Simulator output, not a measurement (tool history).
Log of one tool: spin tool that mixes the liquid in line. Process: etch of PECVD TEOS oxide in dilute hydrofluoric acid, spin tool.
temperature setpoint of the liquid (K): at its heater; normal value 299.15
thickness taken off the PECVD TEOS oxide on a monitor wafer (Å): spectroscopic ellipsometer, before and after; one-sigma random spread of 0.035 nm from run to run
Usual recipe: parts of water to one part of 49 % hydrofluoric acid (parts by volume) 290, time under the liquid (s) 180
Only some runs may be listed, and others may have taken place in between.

run    hour  temperature setpoint of the liquid (K)  parts of water to one part of 49 % hydrofluoric acid (parts by volume)  time under the liquid (s)  read-back film thickness of the PECVD TEOS oxide reference wafer, read on the same gauge (nm)  thickness taken off the PECVD TEOS oxide on a monitor wafer (Å)
  1       0                                  299.15                                                                     290                        100                                                                                          60.01                                                             59.5
       23.9  -- gauge calibrated
  2    44.3                                  299.15                                                                     290                        100                                                                                          59.98                                                             59.4
  3    99.1                                  299.15                                                                     290                        100                                                                                          59.98                                                             59.9
  4   192.6                                  299.15                                                                     290                        180                                                                                          60.01                                                            108.1
  5   277.8                                  299.15                                                                     290                        180                                                                                          60.01                                                            107.2
  6   340.1                                  299.15                                                                     290                        180                                                                                             60                                                            107.7
      415.2  -- hydrofluoric acid flow meter replaced
  7   431.1                                  299.15                                                                     290                        180                                                                                          60.01                                                            104.6
  8   486.7                                  299.15                                                                     290                        180                                                                                          59.99                                                            105.3
  9   539.9                                  299.15                                                                     290                        180                                                                                          59.99                                                            104.6
      564.1  -- thermometer replaced
 10   601.2                                  302.15                                                                     290                        155                                                                                          59.98                                                             97.9
 11   641.4                                  299.15                                                                     290                        180                                                                                          60.03                                                            103.2
 12   729.9                                  302.15                                                                     170                         90                                                                                          60.04                                                            111.6
      819.5  -- gauge calibrated
 13   835.6                                  299.15                                                                     290                        180                                                                                             60                                                            103.3
 14   912.4                                  297.15                                                                     290                        255                                                                                          60.03                                                            136.9
 15     980                                  295.65                                                                     290                        270                                                                                          59.98                                                            138.4
 16  1046.9                                  303.15                                                                     370                        210                                                                                          59.99                                                              100
 17    1149                                  299.15                                                                     255                        215                                                                                          59.99                                                            147.9
 18  1192.8                                  299.15                                                                     290                        180                                                                                             60                                                            105.1
 19  1269.3                                  304.15                                                                     405                        245                                                                                          59.99                                                            107.2
 20  1319.3                                  299.15                                                                     290                        150                                                                                          59.97                                                             87.7

Here are 4 independent what-if runs from the current tool condition. What would each one return?
  A  1319.8                                  299.15                                                                     290                        180                                                                                              ?                                                                ?
  B  1319.8                                  303.65                                                                     330                         90                                                                                              ?                                                                ?
  C  1319.8                                  296.65                                                                     290                        290                                                                                              ?                                                                ?
  D  1319.8                                  299.15                                                                     170                        180                                                                                              ?                                                                ?

run  read-back film thickness of the PECVD TEOS oxide reference wafer, read on the same gauge (nm)  thickness taken off the PECVD TEOS oxide on a monitor wafer (Å)
  A                                                                                          60.04                                                            105.4
  B                                                                                          60.04                                                             51.4
  C                                                                                          60.04                                                            155.7
  D                                                                                          60.04                                                            204.8
What these runs would have given with no unlogged condition in the tool:
run  thickness taken off the PECVD TEOS oxide on a monitor wafer (Å)
  A                                                            102.5
  B                                                               50
  C                                                            151.4
  D                                                            199.3

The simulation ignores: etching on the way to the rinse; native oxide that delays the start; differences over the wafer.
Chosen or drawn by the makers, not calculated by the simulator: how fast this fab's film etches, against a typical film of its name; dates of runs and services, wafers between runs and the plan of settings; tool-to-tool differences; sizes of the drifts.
